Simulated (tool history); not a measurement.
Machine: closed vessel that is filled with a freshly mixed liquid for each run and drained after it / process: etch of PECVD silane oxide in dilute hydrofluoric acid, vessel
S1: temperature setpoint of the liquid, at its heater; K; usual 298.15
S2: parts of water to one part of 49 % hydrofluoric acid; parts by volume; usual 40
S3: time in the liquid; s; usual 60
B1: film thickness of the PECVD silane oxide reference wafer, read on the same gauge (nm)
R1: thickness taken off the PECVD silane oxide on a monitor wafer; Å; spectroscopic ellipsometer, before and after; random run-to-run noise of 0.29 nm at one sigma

{"run": 1, "hour": 0.0, "S1": 298.15, "S2": 40, "S3": 60, "B1": 100, "R1": 795.7}
{"run": 2, "hour": 43.4, "S1": 298.15, "S2": 40, "S3": 60, "B1": 99.99, "R1": 786.7}
{"run": 3, "hour": 77.3, "S1": 296.65, "S2": 40, "S3": 60, "B1": 99.97, "R1": 743.2}
{"run": 4, "hour": 103.8, "S1": 298.15, "S2": 40, "S3": 60, "B1": 100.03, "R1": 789.9}
{"run": 5, "hour": 127.8, "S1": 298.15, "S2": 40, "S3": 60, "B1": 99.98, "R1": 791.9}
{"run": 6, "hour": 160.8, "S1": 298.15, "S2": 25, "S3": 40, "B1": 100, "R1": 866.7}
{"run": 7, "hour": 193.4, "S1": 297.15, "S2": 40, "S3": 75, "B1": 100.05, "R1": 949}
{"hour": 195.4, "done": "hydrofluoric acid flow meter replaced"}
{"run": 8, "hour": 206.3, "S1": 297.15, "S2": 40, "S3": 60, "B1": 99.99, "R1": 764.8}
{"run": 9, "hour": 231.1, "S1": 297.15, "S2": 40, "S3": 60, "B1": 99.94, "R1": 759.7}
{"run": 10, "hour": 255.5, "S1": 294.65, "S2": 35, "S3": 45, "B1": 99.98, "R1": 592.3}
{"hour": 266.9, "done": "thermometer replaced"}
{"hour": 267.9, "done": "gauge calibrated"}
{"run": 11, "hour": 280.4, "S1": 301.15, "S2": 55, "S3": 95, "B1": 99.96, "R1": 1000.9}
{"run": 12, "hour": 295.2, "S1": 293.65, "S2": 25, "S3": 60, "B1": 100, "R1": 1068}
{"run": 13, "hour": 318.8, "S1": 297.15, "S2": 40, "S3": 60, "B1": 100.02, "R1": 757.7}
{"run": 14, "hour": 346.1, "S1": 301.15, "S2": 50, "S3": 30, "B1": 100, "R1": 351.9}
{"run": 15, "hour": 368.1, "S1": 295.65, "S2": 40, "S3": 80, "B1": 99.99, "R1": 953.9}
{"run": 16, "hour": 401.0, "S1": 298.15, "S2": 20, "S3": 95, "B1": 100.01, "R1": 2579.8}
{"run": 17, "hour": 421.6, "S1": 302.65, "S2": 35, "S3": 70, "B1": 100, "R1": 1271.7}
{"run": 18, "hour": 452.6, "S1": 296.15, "S2": 25, "S3": 60, "B1": 100, "R1": 1186.5}

Here are 4 independent what-if runs from the current tool condition. What would each one return?
{"run": "A", "hour": 453.3, "S1": 299.65, "S2": 40, "S3": 60, "B1": "?", "R1": "?"}
{"run": "B", "hour": 453.3, "S1": 295.65, "S2": 20, "S3": 80, "B1": "?", "R1": "?"}
{"run": "C", "hour": 453.3, "S1": 300.65, "S2": 40, "S3": 60, "B1": "?", "R1": "?"}
{"run": "D", "hour": 453.3, "S1": 298.15, "S2": 40, "S3": 45, "B1": "?", "R1": "?"}

run=A B1=99.99 R1=837.7
run=B B1=99.99 R1=1943.1
run=C B1=99.99 R1=872.3
run=D B1=99.99 R1=590.8
Without the tool's hidden state the same runs would have given:
run=A R1=837.7
run=B R1=1943.1
run=C R1=872.3
run=D R1=590.8
